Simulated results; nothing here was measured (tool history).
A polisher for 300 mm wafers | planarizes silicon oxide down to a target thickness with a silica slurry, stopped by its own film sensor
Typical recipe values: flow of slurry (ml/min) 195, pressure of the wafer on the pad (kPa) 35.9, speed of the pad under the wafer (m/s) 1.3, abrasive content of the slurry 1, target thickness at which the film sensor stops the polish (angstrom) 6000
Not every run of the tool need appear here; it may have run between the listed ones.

run	hour	flow of slurry (ml/min)	pressure of the wafer on the pad (kPa)	speed of the pad under the wafer (m/s)	abrasive content of the slurry	target thickness at which the film sensor stops the polish (angstrom)	wafers since the last listed run	wafers polished on this pad	hours since the slurry nozzle was cleaned	hours since the head pressure was calibrated	hours since the slurry blender was calibrated	hours since the conditioning disc was replaced	incoming thickness of the incoming film, nm	time until the film sensor stopped the polish (s)
1	0	195	35.9	1.3	1	6000	0	3837	319.4	479.3	167.6	224.8	955.5	75.8
# hour 67.6: worn pad replaced by a new one
2	68.1	195	35.9	1.3	1	6000	595	4	387.5	547.4	235.7	292.9	949.4	76.8
# hour 75.7: head pressure recalibrated
# hour 228.1: slurry nozzle cleaned
# hour 250.7: conditioning disc replaced and pad reconditioned
3	301	195	44.8	1.3	1	6000	2116	2121	72.9	225.3	468.6	50.3	953.3	67.6
# hour 335.3: slurry blender recalibrated
4	383	195	35.9	1.3	0.8	6000	743	2864	154.9	307.3	47.7	132.3	961.9	106.6
5	469.4	195	35.9	1.3	1	6410	802	3666	241.3	393.7	134.1	218.7	953.2	85.9
# hour 511.4: head pressure recalibrated
6	570.7	195	35.9	1.3	1	6410	922	4589	342.6	59.3	235.4	320	959.9	92.4
# hour 584.5: worn pad replaced by a new one
7	668.4	195	35.9	1.3	1	6000	870	779	440.3	157	333.1	417.7	961.8	102.9
# hour 744.6: conditioning disc replaced and pad reconditioned
8	773.5	195	35.9	1.3	1	6000	957	1736	545.4	262.1	438.2	28.9	961.8	108.6
# hour 849.6: slurry nozzle cleaned
9	868.1	195	35.9	1.3	1	6000	869	2606	18.5	356.7	532.8	123.5	955	107.3
# hour 904.8: slurry blender recalibrated, repeated, since the last time left the tool worse
10	924.3	195	35.9	1.3	1	6000	503	3109	74.7	412.9	19.5	179.7	949	73.4
# hour 936.6: head pressure recalibrated
11	979.2	195	35.9	1.3	1	6000	491	3600	129.6	42.6	74.4	234.6	971.2	77.7
12	1075.6	245	35.9	1.56	1	7130	895	4496	226	139	170.8	331	932.5	39.5
# hour 1111.4: worn pad replaced by a new one
13	1129	195	42.7	1.18	1	6000	458	163	279.4	192.4	224.2	384.4	951.5	72.5
14	1198	195	35.9	0.84	1	4870	640	804	348.4	261.4	293.2	453.4	960.6	146.8
# hour 1262.4: conditioning disc replaced and pad reconditioned
15	1287.8	195	35.9	1.3	1	6000	815	1619	438.2	351.2	383	25.4	949.4	77.8
# hour 1334.9: slurry nozzle cleaned
# hour 1349.2: slurry blender recalibrated
16	1349.7	195	35.9	1.54	1	6990	547	2166	14.8	413.1	0.5	87.3	950.2	44.2
17	1407.1	250	35.9	1.3	1.25	4930	533	2699	72.2	470.5	57.9	144.7	943.3	83.2
# hour 1437.9: head pressure recalibrated
18	1463.1	195	35.9	1.3	1	6000	501	3201	128.2	25.2	113.9	200.7	936.5	70.8
19	1570.3	195	46.2	1.6	1	6000	995	4197	235.4	132.4	221.1	307.9	964.8	55.9
# hour 1588.9: worn pad replaced by a new one
20	1614.4	195	23.4	1.74	1	6780	372	236	279.5	176.5	265.2	352	950.6	66.2
21	1653.5	195	44.8	1.3	1	6000	363	599	318.6	215.6	304.3	391.1	939.6	62.1
# hour 1759.7: slurry blender recalibrated
22	1760.2	170	35.9	1.3	1.25	6550	972	1572	425.3	322.3	0.5	497.8	939.3	52.7
# hour 1763.5: conditioning disc replaced and pad reconditioned
# hour 1831.8: slurry nozzle cleaned
23	1836.1	195	31.7	1.3	1	6000	677	2249	4.3	398.2	76.4	72.6	956.5	82.1
# hour 1915.7: head pressure recalibrated
24	1942.4	195	35.9	1.3	1	6000	968	3218	110.6	26.7	182.7	178.9	944.1	75.9
# hour 2054.6: worn pad replaced by a new one
25	2104.9	195	31.7	1.3	1	6000	1472	467	273.1	189.2	345.2	341.4	952.9	88.5

Below are 4 alternative next runs, each starting from the tool's condition after run 25. Predict each:
A	2105.4	255	35.9	1.3	1	6000	4	471	273.6	189.7	345.7	341.9	939.1	?
B	2105.4	195	35.9	1.58	1	6870	4	471	273.6	189.7	345.7	341.9	939.1	?
C	2105.4	175	43.4	0.94	1	6660	4	471	273.6	189.7	345.7	341.9	939.1	?
D	2105.4	195	35.9	1.1	1.2	6000	4	471	273.6	189.7	345.7	341.9	939.1	?

run	time until the film sensor stopped the polish (s)
A	72.9
B	48
C	68.8
D	77.9
With no hidden state in the tool, these same runs would have given:
run	time until the film sensor stopped the polish (s)
A	64.9
B	42.7
C	61.2
D	70.3

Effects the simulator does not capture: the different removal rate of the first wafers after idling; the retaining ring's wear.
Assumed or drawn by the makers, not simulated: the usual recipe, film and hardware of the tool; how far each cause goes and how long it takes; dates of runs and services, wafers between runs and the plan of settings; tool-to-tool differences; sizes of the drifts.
